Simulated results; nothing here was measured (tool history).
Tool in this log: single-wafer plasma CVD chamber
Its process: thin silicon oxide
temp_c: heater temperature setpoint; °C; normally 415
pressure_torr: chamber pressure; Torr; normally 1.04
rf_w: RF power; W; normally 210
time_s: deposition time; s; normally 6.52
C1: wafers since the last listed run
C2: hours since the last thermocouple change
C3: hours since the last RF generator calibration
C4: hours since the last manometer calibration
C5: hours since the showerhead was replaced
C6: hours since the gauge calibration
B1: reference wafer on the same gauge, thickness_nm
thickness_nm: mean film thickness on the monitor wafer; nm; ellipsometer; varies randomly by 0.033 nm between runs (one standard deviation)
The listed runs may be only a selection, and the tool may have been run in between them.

run 1 hour=0.0 | temp_c=420 pressure_torr=1.04 rf_w=190 time_s=6.52 | C1=0 C2=1018.5 C3=861.5 C4=1642.4 C5=4537.0 C6=90.0 | B1=11.101 | thickness_nm=11.627
run 2 hour=27.1 | temp_c=420 pressure_torr=1.04 rf_w=190 time_s=6.52 | C1=711 C2=1045.6 C3=888.6 C4=1669.5 C5=4564.1 C6=117.1 | B1=11.100 | thickness_nm=11.618
run 3 hour=112.0 | temp_c=415 pressure_torr=1.04 rf_w=220 time_s=6.52 | C1=2228 C2=1130.5 C3=973.5 C4=1754.4 C5=4649.0 C6=202.0 | B1=11.101 | thickness_nm=12.346
run 4 hour=128.1 | temp_c=415 pressure_torr=1.04 rf_w=220 time_s=6.52 | C1=422 C2=1146.6 C3=989.6 C4=1770.5 C5=4665.1 C6=218.1 | B1=11.107 | thickness_nm=12.287
-- hour=152.8 RF generator calibrated
run 5 hour=153.3 | temp_c=415 pressure_torr=1.04 rf_w=220 time_s=6.52 | C1=451 C2=1171.8 C3=0.5 C4=1795.7 C5=4690.3 C6=243.3 | B1=11.106 | thickness_nm=12.265
run 6 hour=158.0 | temp_c=415 pressure_torr=1.04 rf_w=210 time_s=6.52 | C1=123 C2=1176.5 C3=5.2 C4=1800.4 C5=4695.0 C6=248.0 | B1=11.099 | thickness_nm=12.115
run 7 hour=182.6 | temp_c=415 pressure_torr=1.04 rf_w=210 time_s=6.52 | C1=645 C2=1201.1 C3=29.8 C4=1825.0 C5=4719.6 C6=272.6 | B1=11.097 | thickness_nm=12.082
-- hour=185.1 gauge calibrated
run 8 hour=200.0 | temp_c=415 pressure_torr=1.04 rf_w=210 time_s=6.52 | C1=456 C2=1218.5 C3=47.2 C4=1842.4 C5=4737.0 C6=14.9 | B1=11.090 | thickness_nm=12.088
run 9 hour=218.8 | temp_c=415 pressure_torr=1.04 rf_w=210 time_s=6.52 | C1=493 C2=1237.3 C3=66.0 C4=1861.2 C5=4755.8 C6=33.7 | B1=11.095 | thickness_nm=12.061
-- hour=248.6 capacitance manometer re-zeroed and calibrated
run 10 hour=249.1 | temp_c=415 pressure_torr=1.26 rf_w=210 time_s=6.52 | C1=585 C2=1267.6 C3=96.3 C4=0.5 C5=4786.1 C6=64.0 | B1=11.100 | thickness_nm=14.965
-- hour=259.4 thermocouple changed; heater temperature recalibrated
run 11 hour=263.6 | temp_c=415 pressure_torr=1.04 rf_w=225 time_s=6.52 | C1=170 C2=4.2 C3=110.8 C4=15.0 C5=4800.6 C6=78.5 | B1=11.108 | thickness_nm=13.191
run 12 hour=286.3 | temp_c=408 pressure_torr=1.23 rf_w=210 time_s=6.52 | C1=595 C2=26.9 C3=133.5 C4=37.7 C5=4823.3 C6=101.2 | B1=11.103 | thickness_nm=14.849
-- hour=304.5 showerhead replaced, of another model than before
run 13 hour=314.7 | temp_c=422 pressure_torr=1.17 rf_w=195 time_s=7.56 | C1=535 C2=55.3 C3=161.9 C4=66.1 C5=10.2 C6=129.6 | B1=11.100 | thickness_nm=15.789
run 14 hour=365.1 | temp_c=415 pressure_torr=1.04 rf_w=210 time_s=6.52 | C1=1323 C2=105.7 C3=212.3 C4=116.5 C5=60.6 C6=180.0 | B1=11.099 | thickness_nm=12.804
run 15 hour=385.6 | temp_c=410 pressure_torr=1.11 rf_w=210 time_s=6.52 | C1=538 C2=126.2 C3=232.8 C4=137.0 C5=81.1 C6=200.5 | B1=11.098 | thickness_nm=13.491
run 16 hour=406.7 | temp_c=415 pressure_torr=1.26 rf_w=210 time_s=6.52 | C1=553 C2=147.3 C3=253.9 C4=158.1 C5=102.2 C6=221.6 | B1=11.102 | thickness_nm=14.410
-- hour=424.1 gauge calibrated
run 17 hour=426.6 | temp_c=415 pressure_torr=1.04 rf_w=210 time_s=7.80 | C1=522 C2=167.2 C3=273.8 C4=178.0 C5=122.1 C6=2.5 | B1=11.098 | thickness_nm=15.326
run 18 hour=457.8 | temp_c=415 pressure_torr=0.83 rf_w=210 time_s=5.38 | C1=819 C2=198.4 C3=305.0 C4=209.2 C5=153.3 C6=33.7 | B1=11.099 | thickness_nm=8.852

Run by run, hidden condition taken away, random variation retained:
Unlogged tool condition in this case: wafer temperature above the value expected at the setpoint (K); delivered RF power above the setpoint (%); true pressure above the setpoint (%); gauge reads high (%).
run=1 thickness_nm=12.450
run=2 thickness_nm=12.443
run=3 thickness_nm=13.230
run=4 thickness_nm=13.168
run=5 thickness_nm=13.147
run=6 thickness_nm=12.986
run=7 thickness_nm=12.953
run=8 thickness_nm=12.960
run=9 thickness_nm=12.933
run=10 thickness_nm=14.984
run=11 thickness_nm=13.238
run=12 thickness_nm=14.900
run=13 thickness_nm=15.878
run=14 thickness_nm=12.913
run=15 thickness_nm=13.622
run=16 thickness_nm=14.503
run=17 thickness_nm=15.508
run=18 thickness_nm=9.009

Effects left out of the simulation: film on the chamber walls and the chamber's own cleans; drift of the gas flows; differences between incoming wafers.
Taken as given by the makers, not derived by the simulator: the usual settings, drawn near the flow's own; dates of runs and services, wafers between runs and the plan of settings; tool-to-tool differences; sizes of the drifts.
